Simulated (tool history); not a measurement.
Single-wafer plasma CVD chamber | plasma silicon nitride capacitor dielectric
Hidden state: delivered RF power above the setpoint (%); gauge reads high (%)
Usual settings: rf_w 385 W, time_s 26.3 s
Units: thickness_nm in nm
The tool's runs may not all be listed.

run     day  rf_w  time_s  wafers since the last listed run  hours since the last RF generator calibration  hours since the showerhead was replaced  hours since the gauge calibration  read-back reference wafer on the same gauge, thickness_nm  thickness_nm
  1       0   385    26.3                                 0                                          611.9                                   6567.1                               1171                                                     38.092        39.124
  2   4.142   385    26.3                              2709                                          711.3                                   6666.5                             1270.4                                                     38.147         39.62
  3   7.912   385    26.3                              2466                                          801.8                                     6757                             1360.9                                                     38.107        39.558
  4   9.942   325    26.3                              1327                                          850.5                                   6805.7                             1409.6                                                     38.086        36.235
  5  14.108   325    26.3                              2725                                          950.5                                   6905.7                             1509.6                                                     38.067        36.034
  6  18.288   325    26.3                              2733                                         1050.8                                     7006                             1609.9                                                     38.086        36.237
  7  19.875   385    26.3                              1038                                         1088.9                                   7044.1                               1648                                                      38.12        38.991
  8  23.162   385    26.3                              2150                                         1167.8                                     7123                             1726.9                                                     38.029        39.228
     25.062  -- RF generator calibrated
  9  25.854   385    26.3                              1542                                             19                                   7187.6                             1791.5                                                      38.11        38.577
 10  30.008   385    26.3                              2717                                          118.7                                   7287.3                             1891.2                                                     38.053        38.359
     31.321  -- showerhead replaced
 11  32.308   385    26.3                              1286                                          173.9                                     23.7                             1946.4                                                     38.092        38.517
 12  36.221   385    26.3                              2559                                          267.8                                    117.6                             2040.3                                                      38.04          38.6
 13  38.812   385    26.3                              1695                                            330                                    179.8                             2102.5                                                     38.149         37.95
 14  42.292   460      24                              2275                                          413.5                                    263.3                               2186                                                     38.107        37.489
     44.183  -- RF generator calibrated, repeated, since the last time left the tool worse
 15  45.725   335    30.4                              2027                                             37                                    345.7                             2268.4                                                      38.17        43.024
 16  47.779   315    30.2                              1343                                           86.3                                      395                             2317.7                                                     38.065        41.613
      48.85  -- gauge calibrated
 17  50.275   385    26.3                              1632                                          146.2                                    454.9                               34.2                                                     37.992        39.785
 18  53.725   385    31.5                              2256                                            229                                    537.7                                117                                                     38.116        47.479
 19  57.679   385    26.3                              2586                                          323.9                                    632.6                              211.9                                                     38.177        39.637
 20  62.154   385    26.3                              2927                                          431.3                                      740                              319.3                                                     38.044        39.521
 21  66.421   445    30.7                              2790                                          533.7                                    842.4                              421.7                                                     38.097        49.059
 22  68.054   385    30.7                              1068                                          572.9                                    881.6                              460.9                                                     38.172        46.208
 23  71.342   435    22.7                              2150                                          651.8                                    960.5                              539.8                                                     38.153        35.779
 24  75.533   385    26.3                              2741                                          752.4                                   1061.1                              640.4                                                     37.991        39.445
 25      78   435    26.3                              1613                                          811.6                                   1120.3                              699.6                                                     38.114        41.654
 26  79.604   445    30.3                              1049                                          850.1                                   1158.8                              738.1                                                     38.107        48.059

5 ways to go on from here, each from the tool as it stands after run 26. What would each give?
  A  79.621   385    26.3                                10                                          850.5                                   1159.2                              738.5                                                          ?             ?
  B  79.621   330    30.8                                10                                          850.5                                   1159.2                              738.5                                                          ?             ?
  C  79.621   320    29.6                                10                                          850.5                                   1159.2                              738.5                                                          ?             ?
  D  79.621   355    21.3                                10                                          850.5                                   1159.2                              738.5                                                          ?             ?
  E  79.621   455    22.1                                10                                          850.5                                   1159.2                              738.5                                                          ?             ?

run  read-back reference wafer on the same gauge, thickness_nm  thickness_nm
  A                                                     37.946        39.507
  B                                                     37.946        42.984
  C                                                     37.946        40.671
  D                                                     37.946        30.806
  E                                                     37.946        35.724
Without the tool's hidden state the same runs would have given:
run  thickness_nm
  A         40.35
  B        43.901
  C        41.539
  D        31.464
  E        36.486

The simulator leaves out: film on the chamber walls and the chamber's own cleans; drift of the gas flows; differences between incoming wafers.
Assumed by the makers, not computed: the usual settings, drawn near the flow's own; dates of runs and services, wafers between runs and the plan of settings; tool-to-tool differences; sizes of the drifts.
